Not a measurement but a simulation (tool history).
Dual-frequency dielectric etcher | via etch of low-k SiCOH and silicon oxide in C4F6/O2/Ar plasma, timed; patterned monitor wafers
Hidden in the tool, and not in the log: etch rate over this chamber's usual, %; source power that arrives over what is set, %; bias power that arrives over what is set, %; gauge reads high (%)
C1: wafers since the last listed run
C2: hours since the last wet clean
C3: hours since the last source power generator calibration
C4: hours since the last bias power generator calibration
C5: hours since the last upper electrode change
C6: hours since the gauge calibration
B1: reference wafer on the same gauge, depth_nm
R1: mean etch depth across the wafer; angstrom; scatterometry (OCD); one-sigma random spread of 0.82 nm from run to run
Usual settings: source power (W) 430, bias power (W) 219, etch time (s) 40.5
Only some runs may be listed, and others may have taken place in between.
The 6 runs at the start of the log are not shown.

Run 7, day 14.354: usual settings but source power (W) 350; C1 1181; C2 403; C3 3441.6; C4 3060.2; C5 5441.5; C6 1473.5; B1 119.3. Result: R1 1172 angstrom.
At day 18.333: wet clean of the chamber.
Run 8, day 18.354: usual settings but source power (W) 350; C1 1324; C2 0.5; C3 3537.6; C4 3156.2; C5 5537.5; C6 1569.5; B1 119.2. Result: R1 1163 angstrom.
Run 9, day 21.121: usual settings; C1 1221; C2 66.9; C3 3604; C4 3222.6; C5 5603.9; C6 1635.9; B1 119.2. Result: R1 1232 angstrom.
Run 10, day 25.242: usual settings; C1 1819; C2 165.8; C3 3702.9; C4 3321.5; C5 5702.8; C6 1734.8; B1 119.5. Result: R1 1234 angstrom.
Run 11, day 28.508: usual settings; C1 1442; C2 244.2; C3 3781.3; C4 3399.9; C5 5781.2; C6 1813.2; B1 119.1. Result: R1 1231 angstrom.
Run 12, day 30.904: usual settings; C1 1057; C2 301.7; C3 3838.8; C4 3457.4; C5 5838.7; C6 1870.7; B1 119.6. Result: R1 1233 angstrom.
Run 13, day 32.975: usual settings but source power (W) 480; C1 914; C2 351.4; C3 3888.5; C4 3507.1; C5 5888.4; C6 1920.4; B1 119.9. Result: R1 1275 angstrom.
Run 14, day 37.083: usual settings but source power (W) 480; C1 1813; C2 450; C3 3987.1; C4 3605.7; C5 5987; C6 2019; B1 119.2. Result: R1 1261 angstrom.
At day 38.554: wet clean of the chamber.
Run 15, day 39.971: usual settings but source power (W) 460; C1 833; C2 34; C3 4056.4; C4 3675; C5 6056.3; C6 2088.3; B1 119.4. Result: R1 1251 angstrom.
Run 16, day 44.321: usual settings but source power (W) 330; C1 1920; C2 138.4; C3 4160.8; C4 3779.4; C5 6160.7; C6 2192.7; B1 119.6. Result: R1 1135 angstrom.
At day 47.442: bias power generator calibrated.
Run 17, day 47.775: usual settings but bias power (W) 245; C1 1451; C2 221.3; C3 4243.7; C4 8; C5 6243.6; C6 2275.6; B1 119. Result: R1 1253 angstrom.
At day 51.538: source power generator calibrated.
Run 18, day 51.846: usual settings but bias power (W) 200, etch time (s) 33.5; C1 1723; C2 319; C3 7.4; C4 105.7; C5 6341.3; C6 2373.3; B1 119.5. Result: R1 993 angstrom.
Run 19, day 55.346: usual settings but source power (W) 330, bias power (W) 166, etch time (s) 47; C1 1545; C2 403; C3 91.4; C4 189.7; C5 6425.3; C6 2457.3; B1 119.4. Result: R1 1257 angstrom.
Run 20, day 59.404: usual settings; C1 1791; C2 500.4; C3 188.8; C4 287.1; C5 6522.7; C6 2554.7; B1 119.1. Result: R1 1214 angstrom.
At day 62.483: upper electrode replaced.
At day 65.521: wet clean of the chamber.
Run 21, day 65.908: usual settings but source power (W) 480, bias power (W) 268, etch time (s) 50.5; C1 1988; C2 9.3; C3 344.9; C4 443.2; C5 82.2; C6 2710.8; B1 119.1. Result: R1 1655 angstrom.
Run 22, day 70.4: usual settings but bias power (W) 251; C1 1983; C2 117.1; C3 452.7; C4 551; C5 190; C6 2818.6; B1 119.3. Result: R1 1252 angstrom.
At day 71.275: gauge calibrated.
Run 23, day 73.658: usual settings but source power (W) 510, bias power (W) 175, etch time (s) 36.5; C1 1438; C2 195.3; C3 530.9; C4 629.2; C5 268.2; C6 57.2; B1 121.3. Result: R1 1126 angstrom.
Run 24, day 77.112: usual settings; C1 1525; C2 278.2; C3 613.8; C4 712.1; C5 351.1; C6 140.1; B1 121.1. Result: R1 1232 angstrom.
Run 25, day 79.196: usual settings; C1 919; C2 328.2; C3 663.8; C4 762.1; C5 401.1; C6 190.1; B1 120.9. Result: R1 1244 angstrom.
Run 26, day 82.954: usual settings; C1 1659; C2 418.4; C3 754; C4 852.3; C5 491.3; C6 280.3; B1 120.8. Result: R1 1248 angstrom.
Run 27, day 85.654: usual settings; C1 1192; C2 483.2; C3 818.8; C4 917.1; C5 556.1; C6 345.1; B1 120.5. Result: R1 1229 angstrom.
Run 28, day 87.742: usual settings but source power (W) 380, bias power (W) 260, etch time (s) 51; C1 921; C2 533.3; C3 868.9; C4 967.2; C5 606.2; C6 395.2; B1 120.4. Result: R1 1562 angstrom.
Run 29, day 89.488: usual settings; C1 770; C2 575.2; C3 910.8; C4 1009.1; C5 648.1; C6 437.1; B1 120.3. Result: R1 1231 angstrom.
At day 92.054: wet clean of the chamber.
Run 30, day 92.075: usual settings but source power (W) 460, bias power (W) 234; C1 700; C2 0.5; C3 972.9; C4 1071.2; C5 710.2; C6 499.2; B1 120.1. Result: R1 1274 angstrom.

Consider 3 possible next runs. They are alternatives, not a sequence: every one starts from the tool as it was left by run 30. What does each give?
Run A, day 92.092: usual settings but source power (W) 540; C1 7; C2 0.9; C3 973.3; C4 1071.6; C5 710.6; C6 499.6; B1 ?. Result: R1 ?.
Run B, day 92.092: usual settings but source power (W) 490, bias power (W) 254, etch time (s) 44.5; C1 7; C2 0.9; C3 973.3; C4 1071.6; C5 710.6; C6 499.6; B1 ?. Result: R1 ?.
Run C, day 92.092: usual settings but source power (W) 520, bias power (W) 164, etch time (s) 44; C1 7; C2 0.9; C3 973.3; C4 1071.6; C5 710.6; C6 499.6; B1 ?. Result: R1 ?.

run     B1    R1
  A  120.3  1311
  B  120.3  1436
  C  120.3  1342
With the hidden condition removed and each run's random variation left untouched, the same runs would have given:
run    R1
  A  1330
  B  1457
  C  1362

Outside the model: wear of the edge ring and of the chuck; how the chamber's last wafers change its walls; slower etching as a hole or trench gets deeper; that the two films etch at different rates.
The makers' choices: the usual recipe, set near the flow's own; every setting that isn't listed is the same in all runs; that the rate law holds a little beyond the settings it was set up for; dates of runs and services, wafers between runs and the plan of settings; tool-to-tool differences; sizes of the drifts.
